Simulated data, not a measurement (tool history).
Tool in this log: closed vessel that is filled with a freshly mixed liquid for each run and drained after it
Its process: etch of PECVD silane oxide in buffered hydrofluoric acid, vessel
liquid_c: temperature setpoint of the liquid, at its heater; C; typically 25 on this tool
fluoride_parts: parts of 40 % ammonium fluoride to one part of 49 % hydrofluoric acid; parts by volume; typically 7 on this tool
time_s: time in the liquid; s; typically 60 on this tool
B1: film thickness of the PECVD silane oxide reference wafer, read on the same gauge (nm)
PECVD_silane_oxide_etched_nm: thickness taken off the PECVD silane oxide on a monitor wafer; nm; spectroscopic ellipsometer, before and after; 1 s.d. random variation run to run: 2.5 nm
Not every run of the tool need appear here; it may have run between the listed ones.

Run 1, hour 0: usual settings; B1 89.99. Result: PECVD_silane_oxide_etched_nm 375.41 nm.
Run 2, hour 64.5: usual settings; B1 89.98. Result: PECVD_silane_oxide_etched_nm 379.29 nm.
Run 3, hour 243: usual settings; B1 89.99. Result: PECVD_silane_oxide_etched_nm 376.16 nm.
Run 4, hour 282: usual settings but liquid_c 26.5 C; B1 90. Result: PECVD_silane_oxide_etched_nm 407.98 nm.
Run 5, hour 339.9: usual settings but liquid_c 26.5 C; B1 90. Result: PECVD_silane_oxide_etched_nm 413.4 nm.
Run 6, hour 478.3: usual settings but liquid_c 26.5 C; B1 90.05. Result: PECVD_silane_oxide_etched_nm 412.34 nm.
At hour 528: thermometer replaced.
Run 7, hour 528.8: usual settings but time_s 80 s; B1 90.01. Result: PECVD_silane_oxide_etched_nm 540.69 nm.
At hour 543.9: hydrofluoric acid flow meter replaced.
Run 8, hour 589.2: usual settings but time_s 80 s; B1 90. Result: PECVD_silane_oxide_etched_nm 505.23 nm.
At hour 640.1: gauge calibrated.
Run 9, hour 644.1: usual settings; B1 90. Result: PECVD_silane_oxide_etched_nm 382.94 nm.
Run 10, hour 690.3: usual settings; B1 90.03. Result: PECVD_silane_oxide_etched_nm 380.3 nm.
Run 11, hour 762.3: usual settings but liquid_c 28 C, time_s 70 s; B1 89.98. Result: PECVD_silane_oxide_etched_nm 521.37 nm.
Run 12, hour 825.8: usual settings but time_s 75 s; B1 90.02. Result: PECVD_silane_oxide_etched_nm 475.21 nm.
Run 13, hour 877.8: usual settings but time_s 75 s; B1 90.01. Result: PECVD_silane_oxide_etched_nm 478.11 nm.
Run 14, hour 932: usual settings but liquid_c 22.5 C, fluoride_parts 9.5 parts by volume; B1 89.99. Result: PECVD_silane_oxide_etched_nm 240.77 nm.
Run 15, hour 985.6: usual settings but liquid_c 27.5 C, time_s 80 s; B1 89.97. Result: PECVD_silane_oxide_etched_nm 586.02 nm.
Run 16, hour 1045.8: usual settings but time_s 35 s; B1 89.98. Result: PECVD_silane_oxide_etched_nm 219.55 nm.
At hour 1097: hydrofluoric acid flow meter replaced.
Run 17, hour 1114.8: usual settings; B1 90.03. Result: PECVD_silane_oxide_etched_nm 369.27 nm.
Run 18, hour 1181.3: usual settings but time_s 90 s; B1 89.99. Result: PECVD_silane_oxide_etched_nm 547.05 nm.
Run 19, hour 1243.5: usual settings but liquid_c 23 C, fluoride_parts 5.5 parts by volume, time_s 80 s; B1 89.98. Result: PECVD_silane_oxide_etched_nm 538.17 nm.
Run 20, hour 1304: usual settings but fluoride_parts 5.5 parts by volume; B1 89.99. Result: PECVD_silane_oxide_etched_nm 455.7 nm.
Run 21, hour 1350.1: usual settings; B1 89.99. Result: PECVD_silane_oxide_etched_nm 371.53 nm.
Run 22, hour 1391.4: usual settings but liquid_c 22.5 C, fluoride_parts 10 parts by volume; B1 90. Result: PECVD_silane_oxide_etched_nm 227.78 nm.

Run 23 is up next; what results do you expect?
Run 23, hour 1422.3: usual settings but liquid_c 29 C, fluoride_parts 10 parts by volume, time_s 85 s; B1 ?. Result: PECVD_silane_oxide_etched_nm ?.

B1: 89.97
PECVD_silane_oxide_etched_nm: 459.42 nm
With the hidden condition absent and the run-to-run variation left alone, this run would have shown PECVD_silane_oxide_etched_nm 480.7 nm.
